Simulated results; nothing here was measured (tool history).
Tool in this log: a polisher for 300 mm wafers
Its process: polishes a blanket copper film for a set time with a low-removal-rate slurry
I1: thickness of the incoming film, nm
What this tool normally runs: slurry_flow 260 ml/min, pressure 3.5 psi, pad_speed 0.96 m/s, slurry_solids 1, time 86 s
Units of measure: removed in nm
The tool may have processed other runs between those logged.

Run 1, hour 0: usual settings; I1 1398.3. Result: removed 237.7 nm.
At hour 11.9: worn pad replaced by a new one.
Run 2, hour 12.5: usual settings; I1 1402.5. Result: removed 236.7 nm.
Run 3, hour 27.4: usual settings; I1 1406.1. Result: removed 242.6 nm.
Run 4, hour 37.8: usual settings; I1 1406.1. Result: removed 240.9 nm.
Run 5, hour 54.6: usual settings; I1 1409.9. Result: removed 235.3 nm.
At hour 62.7: head pressure recalibrated.
Run 6, hour 70.1: usual settings; I1 1405.9. Result: removed 233 nm.
Run 7, hour 76.5: usual settings but pad_speed 1.06 m/s; I1 1406.3. Result: removed 251.6 nm.

Run 8, settings as shown, results not yet in. Your forecast:
At hour 81.5: slurry nozzle cleaned.
Run 8, hour 84.7: usual settings; I1 1416. Result: removed ?.

{"run 8": {"removed": 234.6}}
The same run, on a tool lacking any hidden state, would have yielded removed 253.3 nm.
